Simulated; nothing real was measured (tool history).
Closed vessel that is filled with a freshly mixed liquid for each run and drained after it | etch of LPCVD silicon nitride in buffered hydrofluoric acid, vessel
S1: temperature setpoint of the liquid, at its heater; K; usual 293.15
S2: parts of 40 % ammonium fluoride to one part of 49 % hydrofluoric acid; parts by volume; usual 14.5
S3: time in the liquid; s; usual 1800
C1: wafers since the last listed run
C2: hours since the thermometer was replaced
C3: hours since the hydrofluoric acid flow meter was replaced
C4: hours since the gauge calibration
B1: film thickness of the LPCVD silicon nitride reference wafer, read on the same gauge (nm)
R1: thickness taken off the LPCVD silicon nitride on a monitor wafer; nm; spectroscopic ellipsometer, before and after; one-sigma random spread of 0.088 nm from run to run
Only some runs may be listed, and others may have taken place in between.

run 1 hour=0.0 | S1=293.15 S2=14.5 S3=1800 | C1=0 C2=1625.1 C3=145.0 C4=53.1 | B1=49.99 | R1=13.00
run 2 hour=9.4 | S1=293.15 S2=14.5 S3=2490 | C1=433 C2=1634.5 C3=154.4 C4=62.5 | B1=49.99 | R1=18.00
run 3 hour=26.7 | S1=293.15 S2=14.5 S3=2490 | C1=798 C2=1651.8 C3=171.7 C4=79.8 | B1=50.02 | R1=17.82
run 4 hour=42.5 | S1=293.15 S2=14.5 S3=2490 | C1=729 C2=1667.6 C3=187.5 C4=95.6 | B1=50.00 | R1=17.98
run 5 hour=55.2 | S1=293.15 S2=14.5 S3=1495 | C1=586 C2=1680.3 C3=200.2 C4=108.3 | B1=49.99 | R1=10.85
run 6 hour=101.6 | S1=293.15 S2=14.5 S3=1495 | C1=2142 C2=1726.7 C3=246.6 C4=154.7 | B1=49.99 | R1=10.70
run 7 hour=111.2 | S1=293.15 S2=11.5 S3=1800 | C1=443 C2=1736.3 C3=256.2 C4=164.3 | B1=49.98 | R1=16.14
run 8 hour=119.8 | S1=293.15 S2=11.5 S3=1800 | C1=397 C2=1744.9 C3=264.8 C4=172.9 | B1=50.00 | R1=16.13
run 9 hour=136.8 | S1=293.15 S2=14.5 S3=2170 | C1=784 C2=1761.9 C3=281.8 C4=189.9 | B1=49.97 | R1=15.51
run 10 hour=151.7 | S1=293.15 S2=14.5 S3=1800 | C1=687 C2=1776.8 C3=296.7 C4=204.8 | B1=50.01 | R1=12.85
-- hour=155.2 thermometer replaced
run 11 hour=161.8 | S1=291.15 S2=19.0 S3=1800 | C1=420 C2=6.6 C3=306.8 C4=214.9 | B1=50.00 | R1=10.12
run 12 hour=176.6 | S1=295.65 S2=14.5 S3=1800 | C1=683 C2=21.4 C3=321.6 C4=229.7 | B1=50.00 | R1=16.81
run 13 hour=183.4 | S1=291.15 S2=14.5 S3=1800 | C1=313 C2=28.2 C3=328.4 C4=236.5 | B1=50.01 | R1=12.84
run 14 hour=200.2 | S1=291.15 S2=14.5 S3=1800 | C1=775 C2=45.0 C3=345.2 C4=253.3 | B1=50.02 | R1=12.98
run 15 hour=207.5 | S1=291.15 S2=14.5 S3=1800 | C1=337 C2=52.3 C3=352.5 C4=260.6 | B1=49.99 | R1=13.00
run 16 hour=224.0 | S1=293.15 S2=14.5 S3=1800 | C1=761 C2=68.8 C3=369.0 C4=277.1 | B1=50.00 | R1=14.74
run 17 hour=231.1 | S1=297.15 S2=14.5 S3=1055 | C1=327 C2=75.9 C3=376.1 C4=284.2 | B1=50.02 | R1=10.59

Run 18 comes next. What will it give?
run 18 hour=246.2 | S1=290.15 S2=10.5 S3=1800 | C1=697 C2=91.0 C3=391.2 C4=299.3 | B1=? | R1=?

Run 18 produced B1 50.01, R1 16.74 nm.
The same run, on a tool lacking any hidden state, would have yielded R1 16.91 nm.
